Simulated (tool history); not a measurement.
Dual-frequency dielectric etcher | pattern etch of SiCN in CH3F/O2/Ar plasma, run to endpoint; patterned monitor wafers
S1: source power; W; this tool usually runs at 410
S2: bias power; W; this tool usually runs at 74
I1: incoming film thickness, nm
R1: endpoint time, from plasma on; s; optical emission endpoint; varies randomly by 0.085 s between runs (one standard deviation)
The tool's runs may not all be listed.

run 1 hour=0.0 | S1=410 S2=74 | I1=7.98 | R1=21.2
run 2 hour=10.3 | S1=410 S2=74 | I1=8.05 | R1=21.4
run 3 hour=17.6 | S1=410 S2=74 | I1=7.97 | R1=21.2
run 4 hour=30.9 | S1=410 S2=74 | I1=7.92 | R1=21.0
run 5 hour=40.6 | S1=410 S2=74 | I1=8.06 | R1=21.5
-- hour=66.7 wet clean of the chamber
run 6 hour=67.2 | S1=410 S2=74 | I1=8.05 | R1=20.7
run 7 hour=67.5 | S1=410 S2=74 | I1=7.94 | R1=20.5
run 8 hour=67.9 | S1=410 S2=74 | I1=7.99 | R1=20.5
-- hour=80.8 bias power generator calibrated
-- hour=98.3 upper electrode replaced
run 9 hour=98.8 | S1=410 S2=74 | I1=7.98 | R1=20.7
run 10 hour=99.1 | S1=410 S2=74 | I1=8.00 | R1=20.6
run 11 hour=99.4 | S1=410 S2=74 | I1=7.99 | R1=20.7
run 12 hour=104.1 | S1=410 S2=74 | I1=7.91 | R1=20.4
run 13 hour=110.8 | S1=410 S2=74 | I1=7.97 | R1=20.4
run 14 hour=117.4 | S1=310 S2=65 | I1=8.05 | R1=25.4
run 15 hour=131.8 | S1=360 S2=56 | I1=8.02 | R1=23.9
run 16 hour=141.1 | S1=470 S2=74 | I1=7.98 | R1=19.2
run 17 hour=155.6 | S1=330 S2=58 | I1=8.01 | R1=24.9
run 18 hour=165.5 | S1=410 S2=83 | I1=7.96 | R1=20.1
run 19 hour=176.1 | S1=450 S2=83 | I1=8.04 | R1=19.3
run 20 hour=186.3 | S1=410 S2=74 | I1=8.00 | R1=20.8
run 21 hour=200.1 | S1=410 S2=74 | I1=7.97 | R1=20.7
run 22 hour=207.1 | S1=490 S2=81 | I1=8.01 | R1=18.5
-- hour=220.6 source power generator calibrated
run 23 hour=221.9 | S1=410 S2=61 | I1=7.94 | R1=21.7
run 24 hour=239.2 | S1=410 S2=64 | I1=7.86 | R1=21.2
run 25 hour=252.6 | S1=410 S2=74 | I1=8.03 | R1=20.9
run 26 hour=267.8 | S1=410 S2=74 | I1=8.07 | R1=21.1
run 27 hour=283.6 | S1=350 S2=74 | I1=8.05 | R1=23.0
run 28 hour=297.6 | S1=410 S2=74 | I1=8.03 | R1=21.0
run 29 hour=314.5 | S1=360 S2=67 | I1=8.03 | R1=23.1
run 30 hour=325.7 | S1=410 S2=74 | I1=8.06 | R1=21.1
run 31 hour=342.7 | S1=410 S2=92 | I1=8.08 | R1=20.1
run 32 hour=360.3 | S1=380 S2=74 | I1=8.04 | R1=22.2
run 33 hour=376.6 | S1=500 S2=89 | I1=7.94 | R1=17.9
run 34 hour=383.1 | S1=470 S2=85 | I1=8.00 | R1=18.9
run 35 hour=390.2 | S1=450 S2=57 | I1=7.99 | R1=21.4
run 36 hour=402.9 | S1=410 S2=74 | I1=8.02 | R1=21.1

Per-run results on a tool with no hidden state, each run keeping its own random variation:
The tool's hidden condition here consists of: etch rate over this chamber's usual, %; source power that arrives over what is set, %; bias power that arrives over what is set, %.
run=1 R1=20.6
run=2 R1=20.7
run=3 R1=20.6
run=4 R1=20.3
run=5 R1=20.9
run=6 R1=20.6
run=7 R1=20.4
run=8 R1=20.5
run=9 R1=20.6
run=10 R1=20.6
run=11 R1=20.6
run=12 R1=20.3
run=13 R1=20.3
run=14 R1=25.3
run=15 R1=23.8
run=16 R1=19.1
run=17 R1=24.8
run=18 R1=19.9
run=19 R1=19.1
run=20 R1=20.6
run=21 R1=20.5
run=22 R1=18.3
run=23 R1=21.5
run=24 R1=21.0
run=25 R1=20.6
run=26 R1=20.8
run=27 R1=22.6
run=28 R1=20.7
run=29 R1=22.7
run=30 R1=20.7
run=31 R1=19.7
run=32 R1=21.7
run=33 R1=17.5
run=34 R1=18.5
run=35 R1=20.9
run=36 R1=20.6
